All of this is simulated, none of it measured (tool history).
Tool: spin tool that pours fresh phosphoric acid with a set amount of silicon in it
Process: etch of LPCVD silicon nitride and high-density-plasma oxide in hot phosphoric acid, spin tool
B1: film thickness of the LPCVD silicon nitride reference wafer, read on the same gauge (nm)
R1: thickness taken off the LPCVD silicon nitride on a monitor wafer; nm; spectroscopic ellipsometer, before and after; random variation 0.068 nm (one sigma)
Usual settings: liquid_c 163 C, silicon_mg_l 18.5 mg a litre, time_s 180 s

{"run": 1, "hour": 0.0, "liquid_c": 163, "silicon_mg_l": 13, "time_s": 180, "B1": 150.03, "R1": 19.64}
{"run": 2, "hour": 73.2, "liquid_c": 163, "silicon_mg_l": 13, "time_s": 180, "B1": 150.02, "R1": 19.73}
{"run": 3, "hour": 144.6, "liquid_c": 163, "silicon_mg_l": 13, "time_s": 180, "B1": 149.94, "R1": 19.78}
{"run": 4, "hour": 189.0, "liquid_c": 163, "silicon_mg_l": 18.5, "time_s": 180, "B1": 149.99, "R1": 19.81}
{"hour": 201.1, "done": "gauge calibrated"}
{"run": 5, "hour": 288.6, "liquid_c": 163, "silicon_mg_l": 18.5, "time_s": 180, "B1": 150.02, "R1": 19.81}
{"run": 6, "hour": 326.6, "liquid_c": 163, "silicon_mg_l": 18.5, "time_s": 150, "B1": 149.99, "R1": 16.52}
{"hour": 395.5, "done": "heated supply line repaired"}
{"hour": 541.5, "done": "thermometer replaced"}
{"run": 7, "hour": 556.5, "liquid_c": 160.5, "silicon_mg_l": 28, "time_s": 215, "B1": 150.04, "R1": 21.67}
{"run": 8, "hour": 602.7, "liquid_c": 163, "silicon_mg_l": 18.5, "time_s": 215, "B1": 150.05, "R1": 23.55}
{"run": 9, "hour": 655.4, "liquid_c": 163, "silicon_mg_l": 18.5, "time_s": 180, "B1": 150.01, "R1": 19.79}
{"run": 10, "hour": 756.4, "liquid_c": 163, "silicon_mg_l": 4.5, "time_s": 145, "B1": 150.01, "R1": 16.04}
{"run": 11, "hour": 797.4, "liquid_c": 163, "silicon_mg_l": 4.5, "time_s": 180, "B1": 149.94, "R1": 19.75}
{"hour": 848.8, "done": "dissolved silicon flow meter replaced"}
{"run": 12, "hour": 874.9, "liquid_c": 163, "silicon_mg_l": 30.5, "time_s": 150, "B1": 150.07, "R1": 16.54}
{"run": 13, "hour": 957.8, "liquid_c": 165, "silicon_mg_l": 32.5, "time_s": 150, "B1": 149.98, "R1": 17.77}
{"run": 14, "hour": 1000.2, "liquid_c": 163, "silicon_mg_l": 18.5, "time_s": 180, "B1": 150.02, "R1": 19.96}
{"run": 15, "hour": 1036.7, "liquid_c": 163, "silicon_mg_l": 18.5, "time_s": 180, "B1": 150, "R1": 20.16}
{"run": 16, "hour": 1093.6, "liquid_c": 164.5, "silicon_mg_l": 27, "time_s": 275, "B1": 149.98, "R1": 32.01}
{"run": 17, "hour": 1194.8, "liquid_c": 160.5, "silicon_mg_l": 6.5, "time_s": 115, "B1": 150.05, "R1": 11.8}
{"run": 18, "hour": 1279.5, "liquid_c": 163, "silicon_mg_l": 18.5, "time_s": 180, "B1": 149.96, "R1": 20.03}

Forecast run 19:
{"run": 19, "hour": 1335.2, "liquid_c": 163, "silicon_mg_l": 18.5, "time_s": 95, "B1": "?", "R1": "?"}

B1: 149.97
R1: 10.64 nm
Without the tool's hidden state the same run would have given R1 10.39 nm.

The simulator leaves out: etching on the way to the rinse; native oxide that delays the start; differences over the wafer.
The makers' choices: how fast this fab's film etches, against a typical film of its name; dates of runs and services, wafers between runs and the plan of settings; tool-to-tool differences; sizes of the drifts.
